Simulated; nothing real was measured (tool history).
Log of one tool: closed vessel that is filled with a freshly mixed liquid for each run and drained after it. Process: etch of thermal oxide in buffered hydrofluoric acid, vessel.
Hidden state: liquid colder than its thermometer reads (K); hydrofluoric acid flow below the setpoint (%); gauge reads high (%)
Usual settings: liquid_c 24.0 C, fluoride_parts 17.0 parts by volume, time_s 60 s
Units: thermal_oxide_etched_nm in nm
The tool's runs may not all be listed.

run	hour	liquid_c	fluoride_parts	time_s	wafers since the last listed run	hours since the thermometer was replaced	hours since the hydrofluoric acid flow meter was replaced	hours since the gauge calibration	read-back film thickness of the thermal oxide reference wafer, read on the same gauge (nm)	thermal_oxide_etched_nm
1	0.0	26.5	17.0	60	0	1926.7	1315.9	0.2	39.98	41.65
2	38.7	26.5	17.0	60	4716	1965.4	1354.6	38.9	39.98	41.92
3	56.6	24.0	17.0	60	2181	1983.3	1372.5	56.8	40.01	36.41
4	74.1	24.0	17.0	60	2132	2000.8	1390.0	74.3	40.01	36.58
5	87.9	24.0	17.0	60	1681	2014.6	1403.8	88.1	40.01	36.34
6	104.6	27.5	17.0	60	2035	2031.3	1420.5	104.8	39.97	44.02
7	120.9	27.5	17.0	60	1986	2047.6	1436.8	121.1	39.98	44.04
8	131.9	24.0	17.0	70	1340	2058.6	1447.8	132.1	40.00	42.50
9	145.1	22.0	17.0	60	1608	2071.8	1461.0	145.3	39.99	32.39
10	154.5	24.0	17.0	60	1145	2081.2	1470.4	154.7	40.00	36.08
11	161.6	21.0	17.0	50	865	2088.3	1477.5	161.8	40.01	25.36
12	176.6	21.0	13.5	60	1828	2103.3	1492.5	176.8	40.01	38.32
# hour 212.6: thermometer replaced
13	219.6	26.0	22.0	60	5118	7.0	1535.5	219.8	40.01	37.45
# hour 244.1: hydrofluoric acid flow meter replaced
14	268.0	24.0	17.0	70	5776	55.4	23.9	268.2	39.99	48.62
# hour 307.3: gauge calibrated
15	310.3	20.0	22.0	80	5155	97.7	66.2	3.0	39.96	35.56
16	322.8	24.0	17.0	60	1523	110.2	78.7	15.5	40.00	41.59
17	336.6	24.0	17.0	60	1681	124.0	92.5	29.3	40.02	41.57
18	351.7	20.0	19.0	85	1840	139.1	107.6	44.4	40.01	42.19
19	357.9	27.0	10.5	45	755	145.3	113.8	50.6	39.99	59.28
20	368.8	24.0	17.0	60	1328	156.2	124.7	61.5	40.02	41.11
21	377.2	21.5	13.5	95	1023	164.6	133.1	69.9	39.99	71.29
22	395.0	21.0	20.5	85	2169	182.4	150.9	87.7	39.99	42.04

5 ways to go on from here, each from the tool as it stands after run 22. What would each give?
A	395.7	24.0	17.0	60	85	183.1	151.6	88.4	?	?
B	395.7	20.5	17.0	60	85	183.1	151.6	88.4	?	?
C	395.7	26.5	19.0	60	85	183.1	151.6	88.4	?	?
D	395.7	19.5	17.0	80	85	183.1	151.6	88.4	?	?
E	395.7	21.5	19.0	60	85	183.1	151.6	88.4	?	?

run	read-back film thickness of the thermal oxide reference wafer, read on the same gauge (nm)	thermal_oxide_etched_nm
A	40.02	40.99
B	40.02	33.75
C	40.02	42.09
D	40.02	42.54
E	40.02	31.98
Without the tool's hidden state the same runs would have given:
run	thermal_oxide_etched_nm
A	42.15
B	34.73
C	43.26
D	43.78
E	32.91
